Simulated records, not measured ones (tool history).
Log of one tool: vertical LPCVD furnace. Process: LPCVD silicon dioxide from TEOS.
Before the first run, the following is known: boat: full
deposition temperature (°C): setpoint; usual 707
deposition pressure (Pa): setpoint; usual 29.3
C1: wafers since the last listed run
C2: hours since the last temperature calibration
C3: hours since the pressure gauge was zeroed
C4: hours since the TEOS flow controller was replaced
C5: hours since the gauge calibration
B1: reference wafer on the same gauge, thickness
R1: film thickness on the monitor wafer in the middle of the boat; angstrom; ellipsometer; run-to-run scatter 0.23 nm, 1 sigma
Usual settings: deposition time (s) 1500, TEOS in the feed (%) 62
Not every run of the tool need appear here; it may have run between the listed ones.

Run 1, hour 0.0: usual settings but deposition time (s) 1290; C1 0; C2 2920.2; C3 4256.2; C4 1976.7; C5 152.3; B1 166.02. Result: R1 1441.1 angstrom.
Run 2, hour 14.9: usual settings but deposition time (s) 1290; C1 170; C2 2935.1; C3 4271.1; C4 1991.6; C5 167.2; B1 165.97. Result: R1 1446.4 angstrom.
Run 3, hour 28.8: usual settings; C1 159; C2 2949.0; C3 4285.0; C4 2005.5; C5 181.1; B1 166.13. Result: R1 1676.4 angstrom.
Run 4, hour 39.0: usual settings; C1 116; C2 2959.2; C3 4295.2; C4 2015.7; C5 191.3; B1 166.02. Result: R1 1677.9 angstrom.
Run 5, hour 48.3: usual settings; C1 106; C2 2968.5; C3 4304.5; C4 2025.0; C5 200.6; B1 166.05. Result: R1 1679.7 angstrom.
Run 6, hour 66.9: usual settings; C1 212; C2 2987.1; C3 4323.1; C4 2043.6; C5 219.2; B1 165.85. Result: R1 1681.5 angstrom.
Run 7, hour 78.7: usual settings; C1 135; C2 2998.9; C3 4334.9; C4 2055.4; C5 231.0; B1 166.06. Result: R1 1684.5 angstrom.
Run 8, hour 87.9: usual settings; C1 105; C2 3008.1; C3 4344.1; C4 2064.6; C5 240.2; B1 166.01. Result: R1 1687.2 angstrom.
Run 9, hour 106.6: usual settings; C1 214; C2 3026.8; C3 4362.8; C4 2083.3; C5 258.9; B1 166.02. Result: R1 1686.9 angstrom.
Run 10, hour 114.8: usual settings; C1 93; C2 3035.0; C3 4371.0; C4 2091.5; C5 267.1; B1 165.89. Result: R1 1684.7 angstrom.
At hour 145.1: pressure gauge zeroed.
Run 11, hour 145.6: usual settings; C1 77; C2 3065.8; C3 0.5; C4 2122.3; C5 297.9; B1 165.97. Result: R1 1689.3 angstrom.
Run 12, hour 150.7: usual settings; C1 58; C2 3070.9; C3 5.6; C4 2127.4; C5 303.0; B1 166.03. Result: R1 1685.8 angstrom.
Run 13, hour 155.7: usual settings; C1 57; C2 3075.9; C3 10.6; C4 2132.4; C5 308.0; B1 165.91. Result: R1 1685.7 angstrom.
At hour 167.4: gauge calibrated.
Run 14, hour 172.8: usual settings; C1 195; C2 3093.0; C3 27.7; C4 2149.5; C5 5.4; B1 165.97. Result: R1 1690.4 angstrom.
At hour 200.9: thermocouples replaced and temperature profile calibrated.
Run 15, hour 201.4: usual settings but deposition pressure (Pa) 32.7, TEOS in the feed (%) 73; C1 52; C2 0.5; C3 56.3; C4 2178.1; C5 34.0; B1 166.06. Result: R1 1800.5 angstrom.
Run 16, hour 206.4: usual settings but deposition temperature (°C) 702, deposition pressure (Pa) 32.0, deposition time (s) 1980, TEOS in the feed (%) 71; C1 57; C2 5.5; C3 61.3; C4 2183.1; C5 39.0; B1 166.07. Result: R1 2068.4 angstrom.
Run 17, hour 215.4: usual settings; C1 103; C2 14.5; C3 70.3; C4 2192.1; C5 48.0; B1 165.99. Result: R1 1571.5 angstrom.
At hour 244.5: TEOS flow controller replaced.
Run 18, hour 245.0: usual settings but deposition temperature (°C) 718, deposition pressure (Pa) 33.3, deposition time (s) 1110, TEOS in the feed (%) 57; C1 64; C2 44.1; C3 99.9; C4 0.5; C5 77.6; B1 165.94. Result: R1 1528.2 angstrom.
Run 19, hour 251.2: usual settings; C1 70; C2 50.3; C3 106.1; C4 6.7; C5 83.8; B1 165.94. Result: R1 1569.8 angstrom.
Run 20, hour 260.4: usual settings but deposition temperature (°C) 713, deposition pressure (Pa) 32.0, TEOS in the feed (%) 73; C1 105; C2 59.5; C3 115.3; C4 15.9; C5 93.0; B1 166.02. Result: R1 2042.3 angstrom.
Run 21, hour 278.5: usual settings but deposition temperature (°C) 702, deposition pressure (Pa) 27.3, deposition time (s) 1230; C1 207; C2 77.6; C3 133.4; C4 34.0; C5 111.1; B1 166.00. Result: R1 1108.2 angstrom.
Run 22, hour 295.5: usual settings but deposition pressure (Pa) 35.3; C1 194; C2 94.6; C3 150.4; C4 51.0; C5 128.1; B1 165.99. Result: R1 1725.5 angstrom.
Run 23, hour 305.0: usual settings but deposition temperature (°C) 704, deposition pressure (Pa) 36.0, deposition time (s) 1980, TEOS in the feed (%) 71; C1 108; C2 104.1; C3 159.9; C4 60.5; C5 137.6; B1 166.03. Result: R1 2298.7 angstrom.
Run 24, hour 320.4: usual settings but deposition pressure (Pa) 34.0; C1 176; C2 119.5; C3 175.3; C4 75.9; C5 153.0; B1 166.06. Result: R1 1693.7 angstrom.

What if the next run were any one of these 4? Each begins from the tool's condition after run 24:
Run A, hour 325.5: usual settings but deposition pressure (Pa) 33.3; C1 58; C2 124.6; C3 180.4; C4 81.0; C5 158.1; B1 ?. Result: R1 ?.
Run B, hour 325.5: usual settings but deposition temperature (°C) 717, deposition pressure (Pa) 32.7, deposition time (s) 1290, TEOS in the feed (%) 53; C1 58; C2 124.6; C3 180.4; C4 81.0; C5 158.1; B1 ?. Result: R1 ?.
Run C, hour 325.5: usual settings but deposition time (s) 1110, TEOS in the feed (%) 55; C1 58; C2 124.6; C3 180.4; C4 81.0; C5 158.1; B1 ?. Result: R1 ?.
Run D, hour 325.5: usual settings but deposition time (s) 1320; C1 58; C2 124.6; C3 180.4; C4 81.0; C5 158.1; B1 ?. Result: R1 ?.

run      B1      R1
  A  165.93  1677.7
  B  165.93  1656.8
  C  165.93  1096.9
  D  165.93  1385.0
Without the tool's unlogged condition, the same runs would have read:
run      R1
  A  1668.4
  B  1647.8
  C  1090.8
  D  1377.3
